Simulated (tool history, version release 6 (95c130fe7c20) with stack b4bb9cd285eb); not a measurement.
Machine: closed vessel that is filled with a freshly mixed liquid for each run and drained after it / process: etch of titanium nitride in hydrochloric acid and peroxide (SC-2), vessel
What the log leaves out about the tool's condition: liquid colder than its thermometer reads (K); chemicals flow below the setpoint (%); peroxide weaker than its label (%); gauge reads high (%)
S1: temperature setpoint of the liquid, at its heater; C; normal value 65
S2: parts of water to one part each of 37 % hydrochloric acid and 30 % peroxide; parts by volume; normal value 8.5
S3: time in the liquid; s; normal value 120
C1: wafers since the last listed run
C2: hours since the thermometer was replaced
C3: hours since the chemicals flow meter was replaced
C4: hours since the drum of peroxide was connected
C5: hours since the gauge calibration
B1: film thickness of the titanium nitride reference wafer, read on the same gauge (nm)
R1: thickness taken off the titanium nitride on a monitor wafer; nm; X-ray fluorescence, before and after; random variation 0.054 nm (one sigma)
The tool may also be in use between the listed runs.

run     day    S1    S2   S3    C1      C2      C3     C4      C5     B1     R1
  1       0  57.5  11.5  120     0    1969  1915.5  116.7  2343.3     30   3.11
      2.433  -- gauge calibrated
  2   2.808    65   8.5  120  5874  2036.4  1982.9  184.1       9  30.01   6.37
  3   4.529    65   8.5  120  3599  2077.7  2024.2  225.4    50.3     30   6.35
  4   6.767    59   8.5   75  4680  2131.4  2077.9  279.1     104  29.98   2.76
      6.825  -- chemicals flow meter replaced
  5   9.308    59   8.5   75  5229  2192.4    59.6  340.1     165     30   2.88
  6  11.888    72  11.5  175  5395  2254.3   121.5    402   226.9  30.03  11.77
  7  12.904    59  11.5  145  2126  2278.7   145.9  426.4   251.3  30.01   4.32
     14.133  -- thermometer replaced
  8  14.325    58     7  145  2885     4.6     180  460.5   285.4  30.03   6.26
     15.383  -- new drum of peroxide connected
  9  15.771    65   4.5   65  2937    39.3   214.7    9.3   320.1  29.99   6.03
 10  16.942    72     6   90  2449    67.4   242.8   37.4   348.2  30.02  10.43
 11  19.483    65   8.5  120  5317   128.4   303.8   98.4   409.2  29.97   6.77
 12  22.412  68.5     7   65  6127   198.7   374.1  168.7   479.5  29.98   5.35
 13  24.942    65   8.5  120  5290   259.4   434.8  229.4   540.2  29.99   6.94
 14  26.912    65   8.5  150  4122   306.7   482.1  276.7   587.5  29.99   8.45
 15  29.642    65   9.5  120  5709   372.2   547.6  342.2     653  29.99   6.24
     31.467  -- new drum of peroxide connected
 16  31.512    65     5   60  3826   417.1   592.5    1.1   697.9  30.01   5.11
 17  32.942  58.5   8.5  120  2989   451.4   626.8   35.4   732.2     30   4.61
 18  34.554    65   8.5  120  3373   490.1   665.5   74.1   770.9     30   6.74
 19  36.817    65   8.5  120  4733   544.4   719.8  128.4   825.2     30   6.75
 20  38.233    65   8.5  120  2963   578.4   753.8  162.4   859.2     30   6.71
 21  39.896    65  11.5  185  3477   618.3   793.7  202.3   899.1  29.99   8.06
 22  41.033    65   8.5  120  2379   645.6     821  229.6   926.4  29.99    6.7
 23  43.275    60     6   60  4689   699.4   874.8  283.4   980.2  30.04   3.21
 24  44.367  69.5  11.5  170  2283   725.6     901  309.6  1006.4  29.98    9.6
 25  46.008    72   9.5  120  3434     765   940.4    349  1045.8     30   9.33
 26  47.446    65   8.5  190  3007   799.5   974.9  383.5  1080.3  30.03  10.66
 27  49.117    61    12   75  3495   839.6    1015  423.6  1120.4  29.98   2.43
     49.183  -- new drum of peroxide connected
 28  50.192    65   8.5  155  2161   865.4  1040.8   24.2  1146.2     30   8.62

Forecast each of these 5 alternatives for the next run:
  A  50.221    71  8.5  120  61  866.1  1041.5  24.9  1146.9   ?   ?
  B  50.221  59.5  8.5  100  61  866.1  1041.5  24.9  1146.9   ?   ?
  C  50.221    72  8.5  120  61  866.1  1041.5  24.9  1146.9   ?   ?
  D  50.221  59.5   10   80  61  866.1  1041.5  24.9  1146.9   ?   ?
  E  50.221  71.5  8.5  170  61  866.1  1041.5  24.9  1146.9   ?   ?

run     B1     R1
  A  29.99   9.54
  B  29.99   3.95
  C  29.99  10.12
  D  29.99   2.76
  E  29.99  13.92
What these runs would have given with no unlogged condition in the tool:
run     R1
  A   9.99
  B   4.14
  C  10.59
  D    2.9
  E  14.57
